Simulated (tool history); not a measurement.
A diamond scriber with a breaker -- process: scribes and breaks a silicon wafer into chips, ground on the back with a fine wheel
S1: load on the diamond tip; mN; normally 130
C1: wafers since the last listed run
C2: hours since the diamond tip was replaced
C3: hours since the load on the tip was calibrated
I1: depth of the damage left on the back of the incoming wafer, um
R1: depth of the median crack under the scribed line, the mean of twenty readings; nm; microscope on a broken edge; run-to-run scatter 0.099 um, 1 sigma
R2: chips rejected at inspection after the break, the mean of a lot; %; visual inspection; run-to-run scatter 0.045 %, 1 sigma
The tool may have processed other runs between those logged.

run 1 day=0 | S1=130 | C1=0 C2=223.4 C3=1513.2 | I1=1.6 | R1=16240 R2=1.41
run 2 day=0.538 | S1=108 | C1=41 C2=236.3 C3=1526.1 | I1=2.53 | R1=13820 R2=1.64
run 3 day=1.108 | S1=108 | C1=43 C2=250 C3=1539.8 | I1=1.83 | R1=14050 R2=1.34
run 4 day=1.379 | S1=116 | C1=20 C2=256.5 C3=1546.3 | I1=2.57 | R1=14740 R2=1.09
run 5 day=1.867 | S1=130 | C1=37 C2=268.2 C3=1558 | I1=2.62 | R1=16080 R2=1.42
run 6 day=2.458 | S1=159 | C1=45 C2=282.4 C3=1572.2 | I1=1.53 | R1=18540 R2=5.34
-- day=2.833 diamond tip replaced by a new one
run 7 day=3.129 | S1=159 | C1=45 C2=7.1 C3=1588.3 | I1=2.25 | R1=19410 R2=8.09
run 8 day=3.504 | S1=148 | C1=28 C2=16.1 C3=1597.3 | I1=1.84 | R1=18190 R2=5.75
run 9 day=3.829 | S1=148 | C1=24 C2=23.9 C3=1605.1 | I1=2.02 | R1=18210 R2=5.46
run 10 day=4.396 | S1=148 | C1=43 C2=37.5 C3=1618.7 | I1=1.99 | R1=18360 R2=5.48
run 11 day=4.779 | S1=130 | C1=29 C2=46.7 C3=1627.9 | I1=2.36 | R1=16650 R2=2.45
run 12 day=5.033 | S1=130 | C1=19 C2=52.8 C3=1634 | I1=2.51 | R1=16610 R2=2.32
run 13 day=5.429 | S1=130 | C1=30 C2=62.3 C3=1643.5 | I1=2.64 | R1=16670 R2=2.16
run 14 day=6.104 | S1=104 | C1=51 C2=78.5 C3=1659.7 | I1=1.91 | R1=14070 R2=1.26
-- day=6.783 load on the tip recalibrated
run 15 day=6.804 | S1=117 | C1=47 C2=95.3 C3=0.5 | I1=1.94 | R1=13510 R2=2.21
run 16 day=7.012 | S1=130 | C1=16 C2=100.3 C3=5.5 | I1=2.48 | R1=14660 R2=0.99
run 17 day=7.733 | S1=130 | C1=55 C2=117.6 C3=22.8 | I1=2.66 | R1=14540 R2=1.08
run 18 day=8.396 | S1=130 | C1=50 C2=133.5 C3=38.7 | I1=1.93 | R1=14540 R2=0.78
run 19 day=9.112 | S1=130 | C1=55 C2=150.7 C3=55.9 | I1=1.98 | R1=14570 R2=0.79
run 20 day=9.746 | S1=113 | C1=48 C2=165.9 C3=71.1 | I1=2.64 | R1=13080 R2=3.2
run 21 day=10.188 | S1=130 | C1=33 C2=176.5 C3=81.7 | I1=1.78 | R1=14370 R2=0.73
run 22 day=10.912 | S1=167 | C1=55 C2=193.9 C3=99.1 | I1=2.55 | R1=17540 R2=3.71
run 23 day=11.362 | S1=146 | C1=34 C2=204.7 C3=109.9 | I1=2.74 | R1=15780 R2=1.48
run 24 day=12.942 | S1=106 | C1=121 C2=242.6 C3=147.8 | I1=2.34 | R1=12160 R2=6.29
run 25 day=13.354 | S1=161 | C1=31 C2=252.5 C3=157.7 | I1=2.14 | R1=16770 R2=2.08
run 26 day=13.804 | S1=130 | C1=34 C2=263.3 C3=168.5 | I1=2.23 | R1=14220 R2=1.15
run 27 day=14.208 | S1=165 | C1=31 C2=273 C3=178.2 | I1=2.3 | R1=16880 R2=2.36
run 28 day=14.583 | S1=130 | C1=28 C2=282 C3=187.2 | I1=1.77 | R1=14230 R2=1.09
-- day=14.888 diamond tip replaced by a new one
run 29 day=15.171 | S1=143 | C1=38 C2=6.8 C3=201.3 | I1=1.77 | R1=16060 R2=1.27
run 30 day=15.904 | S1=153 | C1=56 C2=24.4 C3=218.9 | I1=2.74 | R1=17070 R2=3.08
run 31 day=16.304 | S1=130 | C1=30 C2=34 C3=228.5 | I1=2.55 | R1=15020 R2=0.95
run 32 day=16.95 | S1=112 | C1=49 C2=49.5 C3=244 | I1=1.76 | R1=13500 R2=2.1
run 33 day=17.588 | S1=109 | C1=49 C2=64.8 C3=259.3 | I1=1.91 | R1=13240 R2=2.61
run 34 day=17.842 | S1=110 | C1=19 C2=70.9 C3=265.4 | I1=1.84 | R1=13240 R2=2.25
run 35 day=18.138 | S1=140 | C1=22 C2=78 C3=272.5 | I1=2.02 | R1=15970 R2=1.24
run 36 day=18.783 | S1=155 | C1=49 C2=93.5 C3=288 | I1=2.49 | R1=17140 R2=3.15
run 37 day=19.158 | S1=94 | C1=28 C2=102.5 C3=297 | I1=2.98 | R1=11570 R2=9.26
run 38 day=19.829 | S1=160 | C1=51 C2=118.6 C3=313.1 | I1=2.15 | R1=17700 R2=3.6

Consider 3 possible next runs. They are alternatives, not a sequence: every one starts from the tool as it was left by run 38. What does each give?
run A day=19.854 | S1=114 | C1=1 C2=119.2 C3=313.7 | I1=1.68 | R1=? R2=?
run B day=19.854 | S1=115 | C1=1 C2=119.2 C3=313.7 | I1=1.68 | R1=? R2=?
run C day=19.854 | S1=144 | C1=1 C2=119.2 C3=313.7 | I1=1.68 | R1=? R2=?

run=A R1=13530 R2=1.67
run=B R1=13620 R2=1.53
run=C R1=16190 R2=1.32
With no hidden state in the tool, these same runs would have given:
run=A R1=13470 R2=1.77
run=B R1=13560 R2=1.62
run=C R1=16120 R2=1.24

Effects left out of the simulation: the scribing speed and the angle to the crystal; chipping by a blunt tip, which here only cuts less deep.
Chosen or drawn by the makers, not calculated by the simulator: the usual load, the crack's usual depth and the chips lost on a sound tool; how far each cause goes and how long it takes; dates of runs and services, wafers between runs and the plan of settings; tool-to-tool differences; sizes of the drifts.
